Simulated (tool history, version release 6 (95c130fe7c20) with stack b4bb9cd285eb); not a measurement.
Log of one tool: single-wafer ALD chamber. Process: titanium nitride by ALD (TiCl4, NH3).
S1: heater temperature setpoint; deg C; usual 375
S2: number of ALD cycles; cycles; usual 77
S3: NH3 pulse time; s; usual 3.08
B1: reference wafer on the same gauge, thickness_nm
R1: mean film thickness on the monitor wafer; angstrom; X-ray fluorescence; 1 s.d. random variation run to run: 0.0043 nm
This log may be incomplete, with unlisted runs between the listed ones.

run 1 hour=0 | S1=366 S2=77 S3=3.08 | B1=1.849 | R1=16.77
run 2 hour=34.5 | S1=366 S2=77 S3=3.08 | B1=1.848 | R1=16.77
run 3 hour=73.1 | S1=375 S2=77 S3=3.08 | B1=1.847 | R1=17.03
run 4 hour=124.4 | S1=375 S2=77 S3=3.08 | B1=1.847 | R1=16.91
run 5 hour=193.1 | S1=375 S2=77 S3=3.08 | B1=1.842 | R1=16.97
run 6 hour=256 | S1=375 S2=86 S3=3.08 | B1=1.841 | R1=18.91
run 7 hour=303.1 | S1=375 S2=86 S3=3.08 | B1=1.843 | R1=18.88
run 8 hour=354.1 | S1=375 S2=86 S3=3.08 | B1=1.841 | R1=18.86
run 9 hour=411 | S1=375 S2=77 S3=3.77 | B1=1.841 | R1=16.98
run 10 hour=455.5 | S1=375 S2=77 S3=3.77 | B1=1.839 | R1=16.99
run 11 hour=482.6 | S1=375 S2=77 S3=3.77 | B1=1.838 | R1=17.09
-- hour=504.2 thermocouple changed; heater temperature recalibrated
run 12 hour=534.2 | S1=375 S2=77 S3=3.08 | B1=1.834 | R1=16.89
run 13 hour=584 | S1=375 S2=77 S3=3.08 | B1=1.833 | R1=16.83
run 14 hour=615.6 | S1=375 S2=77 S3=3.08 | B1=1.834 | R1=16.82
run 15 hour=678.2 | S1=365 S2=68 S3=1.98 | B1=1.829 | R1=14.37
-- hour=692.5 showerhead replaced
run 16 hour=727.2 | S1=387 S2=71 S3=2.69 | B1=1.832 | R1=15.42
run 17 hour=762.2 | S1=375 S2=77 S3=3.08 | B1=1.829 | R1=16.74
run 18 hour=788.6 | S1=375 S2=77 S3=3.08 | B1=1.83 | R1=16.81
-- hour=791.8 gauge calibrated
run 19 hour=815.7 | S1=375 S2=73 S3=2.61 | B1=1.867 | R1=16.12
run 20 hour=865.8 | S1=387 S2=71 S3=2.69 | B1=1.865 | R1=15.83
run 21 hour=896.4 | S1=379 S2=92 S3=4 | B1=1.864 | R1=20.58
run 22 hour=1051.3 | S1=386 S2=77 S3=3.08 | B1=1.86 | R1=17.09
run 23 hour=1085.8 | S1=375 S2=65 S3=3.08 | B1=1.859 | R1=14.37
run 24 hour=1221.3 | S1=375 S2=71 S3=2.76 | B1=1.857 | R1=15.66
run 25 hour=1270.2 | S1=366 S2=77 S3=3.08 | B1=1.856 | R1=16.88

For run 26, what comes out?
run 26 hour=1340.6 | S1=375 S2=77 S3=3.08 | B1=? | R1=?

Run 26 gave B1 1.854, R1 17.01 angstrom.
Minus the tool's unlogged condition, the same run would have read R1 17.16 angstrom.
